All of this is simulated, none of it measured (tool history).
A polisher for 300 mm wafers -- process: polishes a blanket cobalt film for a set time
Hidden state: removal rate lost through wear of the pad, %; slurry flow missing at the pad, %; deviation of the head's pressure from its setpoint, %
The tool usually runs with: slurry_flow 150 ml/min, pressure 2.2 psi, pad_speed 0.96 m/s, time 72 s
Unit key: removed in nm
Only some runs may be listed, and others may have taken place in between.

| run | hour | slurry_flow | pressure | pad_speed | time | wafers since the last listed run | wafers polished on this pad | hours since the slurry nozzle was cleaned | hours since the head pressure was calibrated | incoming thickness of the incoming film, nm | removed |
|---|---|---|---|---|---|---|---|---|---|---|---|
| 1 | 0.0 | 150 | 2.2 | 0.96 | 72 | 0 | 1801 | 733.5 | 527.7 | 1066.8 | 312.2 |
|  | 96.8 | slurry nozzle cleaned |
| 2 | 106.8 | 150 | 2.2 | 0.96 | 72 | 777 | 2578 | 10.0 | 634.5 | 1086.4 | 298.3 |
|  | 161.8 | worn pad replaced by a new one |
| 3 | 172.5 | 150 | 2.2 | 0.96 | 72 | 453 | 78 | 75.7 | 700.2 | 1058.0 | 330.1 |
|  | 223.2 | head pressure recalibrated |
| 4 | 234.1 | 150 | 2.2 | 0.96 | 83 | 437 | 516 | 137.3 | 10.9 | 1066.3 | 370.0 |
| 5 | 328.9 | 150 | 2.2 | 0.96 | 83 | 696 | 1212 | 232.1 | 105.7 | 1054.1 | 371.3 |
| 6 | 371.0 | 150 | 2.2 | 0.96 | 83 | 309 | 1521 | 274.2 | 147.8 | 1064.7 | 365.0 |
| 7 | 420.0 | 150 | 1.8 | 0.96 | 72 | 359 | 1881 | 323.2 | 196.8 | 1079.7 | 252.5 |
|  | 477.3 | worn pad replaced by a new one |
| 8 | 483.5 | 150 | 1.8 | 0.96 | 72 | 437 | 45 | 386.7 | 260.3 | 1077.1 | 264.4 |
| 9 | 540.6 | 165 | 2.2 | 0.96 | 79 | 419 | 465 | 443.8 | 317.4 | 1063.9 | 362.7 |
| 10 | 637.3 | 165 | 2.2 | 0.96 | 79 | 710 | 1175 | 540.5 | 414.1 | 1062.5 | 348.8 |
| 11 | 706.9 | 150 | 2.2 | 1.08 | 72 | 511 | 1686 | 610.1 | 483.7 | 1058.8 | 349.8 |
| 12 | 780.5 | 150 | 2.2 | 0.96 | 72 | 540 | 2227 | 683.7 | 557.3 | 1083.5 | 304.3 |
| 13 | 822.1 | 150 | 2.2 | 0.96 | 72 | 305 | 2532 | 725.3 | 598.9 | 1055.4 | 292.5 |
| 14 | 866.9 | 150 | 2.2 | 0.96 | 72 | 329 | 2861 | 770.1 | 643.7 | 1062.7 | 284.7 |
|  | 880.6 | slurry nozzle cleaned |
|  | 898.3 | worn pad replaced by a new one |
| 15 | 923.1 | 115 | 2.2 | 1.20 | 89 | 376 | 182 | 42.5 | 699.9 | 1068.6 | 472.0 |
|  | 985.6 | head pressure recalibrated |
| 16 | 1013.6 | 170 | 1.7 | 0.78 | 72 | 649 | 832 | 133.0 | 28.0 | 1050.6 | 202.4 |

What does the tool deliver on the next run?
| 17 | 1097.5 | 150 | 1.5 | 0.96 | 85 | 616 | 1448 | 216.9 | 111.9 | 1075.7 | ? |

For run 17 the tool returned removed 255.0 nm.
If the tool had no hidden condition, the same run with the same run-to-run variation would have returned removed 265.3 nm.
